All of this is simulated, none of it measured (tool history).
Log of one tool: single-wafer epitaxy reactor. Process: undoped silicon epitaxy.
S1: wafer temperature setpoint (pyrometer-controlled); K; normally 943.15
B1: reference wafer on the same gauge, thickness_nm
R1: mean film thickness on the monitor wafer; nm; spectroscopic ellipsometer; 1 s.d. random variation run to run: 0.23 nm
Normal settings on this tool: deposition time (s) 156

run 1 hour=0.0 | S1=943.15 deposition_time_(s)=156 | B1=38.401 | R1=39.199
run 2 hour=192.8 | S1=939.15 deposition_time_(s)=156 | B1=38.465 | R1=35.780
run 3 hour=242.1 | S1=939.15 deposition_time_(s)=156 | B1=38.423 | R1=35.522
run 4 hour=308.6 | S1=939.15 deposition_time_(s)=156 | B1=38.550 | R1=35.243
run 5 hour=343.0 | S1=943.15 deposition_time_(s)=156 | B1=38.478 | R1=38.694
run 6 hour=404.9 | S1=943.15 deposition_time_(s)=156 | B1=38.391 | R1=38.875
-- hour=429.1 pyrometer calibrated
run 7 hour=474.8 | S1=943.15 deposition_time_(s)=156 | B1=38.450 | R1=36.185
run 8 hour=506.1 | S1=932.15 deposition_time_(s)=167 | B1=38.517 | R1=30.274
run 9 hour=561.6 | S1=939.15 deposition_time_(s)=134 | B1=38.460 | R1=28.418
run 10 hour=627.9 | S1=931.15 deposition_time_(s)=148 | B1=38.461 | R1=26.219
-- hour=670.1 pyrometer calibrated, repeated, since the last time left the tool worse
run 11 hour=699.2 | S1=947.15 deposition_time_(s)=156 | B1=38.503 | R1=44.361
-- hour=703.0 gauge calibrated
run 12 hour=755.4 | S1=943.15 deposition_time_(s)=156 | B1=38.508 | R1=40.660
run 13 hour=957.0 | S1=932.15 deposition_time_(s)=182 | B1=38.410 | R1=36.750
run 14 hour=1004.2 | S1=948.15 deposition_time_(s)=139 | B1=38.549 | R1=39.961

What if the next run were any one of these 5? Each begins from the tool's condition after run 14:
run A hour=1004.6 | S1=943.15 deposition_time_(s)=186 | B1=? | R1=?
run B hour=1004.6 | S1=953.15 deposition_time_(s)=169 | B1=? | R1=?
run C hour=1004.6 | S1=948.15 deposition_time_(s)=175 | B1=? | R1=?
run D hour=1004.6 | S1=943.15 deposition_time_(s)=143 | B1=? | R1=?
run E hour=1004.6 | S1=934.15 deposition_time_(s)=165 | B1=? | R1=?

run=A B1=38.486 R1=48.522
run=B B1=38.486 R1=55.221
run=C B1=38.486 R1=51.126
run=D B1=38.486 R1=37.304
run=E B1=38.486 R1=34.989
Stripped of hidden state, with their random variation kept, the same runs would have yielded:
run=A R1=48.894
run=B R1=55.635
run=C R1=51.513
run=D R1=37.590
run=E R1=35.263
